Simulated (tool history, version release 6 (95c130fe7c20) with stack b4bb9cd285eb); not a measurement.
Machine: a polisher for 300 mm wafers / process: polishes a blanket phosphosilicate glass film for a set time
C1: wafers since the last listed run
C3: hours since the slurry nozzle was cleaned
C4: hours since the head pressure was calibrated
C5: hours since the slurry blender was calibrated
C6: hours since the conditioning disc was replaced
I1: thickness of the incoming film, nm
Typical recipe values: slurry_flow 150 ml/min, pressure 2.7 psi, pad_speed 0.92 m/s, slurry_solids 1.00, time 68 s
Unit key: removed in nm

Run 1, hour 0.0: usual settings; C1 0; wafers polished on this pad 1667; C3 338.2; C4 506.4; C5 331.9; C6 271.8; I1 2099.7. Result: removed 528.9 nm.
Run 2, hour 18.3: usual settings; C1 229; wafers polished on this pad 1896; C3 356.5; C4 524.7; C5 350.2; C6 290.1; I1 2062.9. Result: removed 519.4 nm.
At hour 27.0: conditioning disc replaced and pad reconditioned.
Run 3, hour 38.1: usual settings; C1 222; wafers polished on this pad 2119; C3 376.3; C4 544.5; C5 370.0; C6 11.1; I1 2079.3. Result: removed 515.7 nm.
At hour 61.2: worn pad replaced by a new one.
Run 4, hour 62.7: usual settings; C1 257; wafers polished on this pad 19; C3 400.9; C4 569.1; C5 394.6; C6 35.7; I1 2096.5. Result: removed 521.1 nm.
Run 5, hour 77.5: usual settings but slurry_flow 190 ml/min, slurry_solids 1.10; C1 185; wafers polished on this pad 204; C3 415.7; C4 583.9; C5 409.4; C6 50.5; I1 2046.4. Result: removed 553.5 nm.
Run 6, hour 113.2: usual settings; C1 447; wafers polished on this pad 651; C3 451.4; C4 619.6; C5 445.1; C6 86.2; I1 2116.8. Result: removed 531.0 nm.
Run 7, hour 133.4: usual settings; C1 252; wafers polished on this pad 904; C3 471.6; C4 639.8; C5 465.3; C6 106.4; I1 2066.6. Result: removed 520.7 nm.
At hour 148.1: slurry blender recalibrated.
Run 8, hour 155.0: usual settings but slurry_solids 1.15; C1 245; wafers polished on this pad 1150; C3 493.2; C4 661.4; C5 6.9; C6 128.0; I1 2098.0. Result: removed 547.2 nm.
Run 9, hour 170.9: usual settings but slurry_flow 100 ml/min, pressure 3.0 psi, pad_speed 0.78 m/s, slurry_solids 1.20; C1 199; wafers polished on this pad 1349; C3 509.1; C4 677.3; C5 22.8; C6 143.9; I1 2054.2. Result: removed 491.1 nm.
Run 10, hour 187.6: usual settings but slurry_flow 115 ml/min, pad_speed 1.06 m/s; C1 209; wafers polished on this pad 1558; C3 525.8; C4 694.0; C5 39.5; C6 160.6; I1 2071.0. Result: removed 552.3 nm.
Run 11, hour 206.3: usual settings but slurry_solids 0.75, time 56 s; C1 234; wafers polished on this pad 1792; C3 544.5; C4 712.7; C5 58.2; C6 179.3; I1 2089.0. Result: removed 388.8 nm.
Run 12, hour 221.8: usual settings but slurry_flow 125 ml/min, slurry_solids 1.15, time 92 s; C1 194; wafers polished on this pad 1986; C3 560.0; C4 728.2; C5 73.7; C6 194.8; I1 2090.3. Result: removed 715.3 nm.
At hour 230.7: worn pad replaced by a new one.
Run 13, hour 242.7: usual settings but slurry_flow 105 ml/min, pressure 2.3 psi, pad_speed 1.04 m/s, time 48 s; C1 211; wafers polished on this pad 150; C3 580.9; C4 749.1; C5 94.6; C6 215.7; I1 2078.9. Result: removed 317.3 nm.
At hour 250.7: head pressure recalibrated.
At hour 321.2: conditioning disc replaced and pad reconditioned.
Run 14, hour 322.1: usual settings but pad_speed 1.24 m/s; C1 944; wafers polished on this pad 1094; C3 660.3; C4 71.4; C5 174.0; C6 0.9; I1 2087.8. Result: removed 650.0 nm.
At hour 337.2: slurry nozzle cleaned.
Run 15, hour 343.6: usual settings but pressure 3.1 psi, pad_speed 1.12 m/s, time 85 s; C1 256; wafers polished on this pad 1351; C3 6.4; C4 92.9; C5 195.5; C6 22.4; I1 2044.7. Result: removed 881.4 nm.
Run 16, hour 368.3: usual settings but slurry_flow 165 ml/min, pressure 2.0 psi, pad_speed 0.70 m/s; C1 309; wafers polished on this pad 1660; C3 31.1; C4 117.6; C5 220.2; C6 47.1; I1 2048.4. Result: removed 316.6 nm.
Run 17, hour 389.1: usual settings but slurry_solids 0.75; C1 260; wafers polished on this pad 1921; C3 51.9; C4 138.4; C5 241.0; C6 67.9; I1 2085.1. Result: removed 469.0 nm.
At hour 411.8: worn pad replaced by a new one.
Run 18, hour 424.6: usual settings but slurry_flow 125 ml/min, pressure 3.0 psi, pad_speed 1.18 m/s; C1 394; wafers polished on this pad 159; C3 87.4; C4 173.9; C5 276.5; C6 103.4; I1 2043.8. Result: removed 689.6 nm.
Run 19, hour 437.2: usual settings but pressure 3.4 psi, pad_speed 0.78 m/s; C1 157; wafers polished on this pad 317; C3 100.0; C4 186.5; C5 289.1; C6 116.0; I1 2094.4. Result: removed 576.1 nm.
Run 20, hour 460.9: usual settings; C1 296; wafers polished on this pad 614; C3 123.7; C4 210.2; C5 312.8; C6 139.7; I1 2084.1. Result: removed 516.2 nm.
Run 21, hour 494.6: usual settings but pressure 2.1 psi, pad_speed 1.08 m/s, slurry_solids 0.90; C1 422; wafers polished on this pad 1036; C3 157.4; C4 243.9; C5 346.5; C6 173.4; I1 2107.9. Result: removed 451.9 nm.
Run 22, hour 520.1: usual settings; C1 319; wafers polished on this pad 1355; C3 182.9; C4 269.4; C5 372.0; C6 198.9; I1 2079.0. Result: removed 523.1 nm.
Run 23, hour 544.8: usual settings but slurry_flow 195 ml/min, pad_speed 1.08 m/s, slurry_solids 0.75; C1 309; wafers polished on this pad 1665; C3 207.6; C4 294.1; C5 396.7; C6 223.6; I1 2076.1. Result: removed 554.7 nm.
At hour 579.7: worn pad replaced by a new one.
At hour 593.3: slurry blender recalibrated.
Run 24, hour 611.3: usual settings but pressure 3.1 psi; C1 757; wafers polished on this pad 371; C3 274.1; C4 360.6; C5 18.0; C6 290.1; I1 2097.1. Result: removed 595.7 nm.
Run 25, hour 630.8: usual settings but slurry_solids 1.15; C1 244; wafers polished on this pad 615; C3 293.6; C4 380.1; C5 37.5; C6 309.6; I1 2071.1. Result: removed 536.5 nm.

Take each entry between the runs: how does the hidden state at the last listed run before it differ from the hidden state at the first listed run after it?
After run 2, before run 3: conditioning disc replaced and pad reconditioned (hour 27.0)
  both runs share identical hidden conditions
After run 3, before run 4: worn pad replaced by a new one (hour 61.2)
  both runs share identical hidden conditions
After run 7, before run 8: slurry blender recalibrated (hour 148.1)
  both runs share identical hidden conditions
After run 12, before run 13: worn pad replaced by a new one (hour 230.7)
  both runs share identical hidden conditions
After run 13, before run 14: head pressure recalibrated (hour 250.7); conditioning disc replaced and pad reconditioned (hour 321.2)
  both runs share identical hidden conditions
After run 14, before run 15: slurry nozzle cleaned (hour 337.2)
  both runs share identical hidden conditions
After run 17, before run 18: worn pad replaced by a new one (hour 411.8)
  both runs share identical hidden conditions
After run 23, before run 24: worn pad replaced by a new one (hour 579.7); slurry blender recalibrated (hour 593.3)
  both runs share identical hidden conditions

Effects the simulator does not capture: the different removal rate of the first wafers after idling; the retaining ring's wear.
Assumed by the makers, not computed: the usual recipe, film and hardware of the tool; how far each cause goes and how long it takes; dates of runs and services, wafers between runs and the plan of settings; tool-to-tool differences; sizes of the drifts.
